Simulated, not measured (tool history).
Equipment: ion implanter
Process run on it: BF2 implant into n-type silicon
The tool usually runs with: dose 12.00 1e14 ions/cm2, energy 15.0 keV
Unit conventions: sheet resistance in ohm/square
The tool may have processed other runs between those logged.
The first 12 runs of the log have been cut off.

run     day   dose  energy  wafers since the last listed run  hours since the last dose calibration  hours since the extraction supply was calibrated  hours since the gauge calibration  read-back reference wafer on the same gauge, sheet resistance  sheet resistance
 13   5.804  12.00    15.0                               212                                  570.2                                            3750.8                              444.4                                                         200.00            169.52
 14   6.096  12.00    15.0                               114                                  577.2                                            3757.8                              451.4                                                         200.06            170.23
      7.617  -- gauge calibrated
 15   7.800  12.00    15.0                               669                                  618.1                                            3798.7                                4.4                                                         200.06            170.58
      9.208  -- Faraday cup replaced and dose calibrated
 16   9.567  12.00    15.0                               563                                    8.6                                            3841.1                               46.8                                                         199.93            167.24
 17  10.258  12.00    15.0                               271                                   25.2                                            3857.7                               63.4                                                         199.98            168.23
 18  10.854  14.50    12.0                               234                                   39.5                                            3872.0                               77.7                                                         199.97            171.78
 19  11.300   8.77    18.0                               175                                   50.2                                            3882.7                               88.4                                                         200.00            179.64
 20  11.967  12.00    15.0                               261                                   66.2                                            3898.7                              104.4                                                         200.00            168.07
 21  12.696  10.43    10.5                               286                                   83.7                                            3916.2                              121.9                                                         199.92            194.88
 22  13.079  12.00    10.0                               150                                   92.9                                            3925.4                              131.1                                                         199.87            188.86
 23  13.704  14.36    13.5                               245                                  107.9                                            3940.4                              146.1                                                         200.04            166.38
 24  15.408   9.47    12.5                               669                                  148.8                                            3981.3                              187.0                                                         199.88            193.91
 25  15.788   8.76    16.5                               148                                  157.9                                            3990.4                              196.1                                                         199.93            184.42
     16.279  -- extraction supply calibrated
 26  16.454  14.55    13.5                               130                                  173.9                                               4.2                              212.1                                                         200.05            166.79
 27  17.117  10.54    17.0                               260                                  189.8                                              20.1                              228.0                                                         200.09            169.40
 28  17.638  12.00    15.0                               204                                  202.3                                              32.6                              240.5                                                         199.99            168.90
 29  18.154  12.00    15.0                               202                                  214.7                                              45.0                              252.9                                                         199.99            168.52
 30  18.767  12.00    15.0                               240                                  229.4                                              59.7                              267.6                                                         199.93            168.87
 31  20.150  13.26    17.5                               543                                  262.6                                              92.9                              300.8                                                         200.01            155.46
 32  20.425  12.00    15.0                               108                                  269.2                                              99.5                              307.4                                                         199.94            169.15
 33  21.142  12.00    15.0                               281                                  286.4                                             116.7                              324.6                                                         199.90            168.43
 34  21.542   8.64    15.0                               157                                  296.0                                             126.3                              334.2                                                         200.01            192.22
 35  22.271  12.00    15.0                               286                                  313.5                                             143.8                              351.7                                                         200.10            168.15

Alternative continuations, all from the tool just after run 35; predict every row:
  A  22.288  12.00    12.0                                 6                                  313.9                                             144.2                              352.1                                                              ?                 ?
  B  22.288  10.71    15.0                                 6                                  313.9                                             144.2                              352.1                                                              ?                 ?
  C  22.288  13.55    17.0                                 6                                  313.9                                             144.2                              352.1                                                              ?                 ?

run  read-back reference wafer on the same gauge, sheet resistance  sheet resistance
  A                                                         200.01            180.69
  B                                                         200.01            175.92
  C                                                         200.01            157.22
Stripped of hidden state, with their random variation kept, the same runs would have yielded:
run  sheet resistance
  A            179.37
  B            174.34
  C            156.32
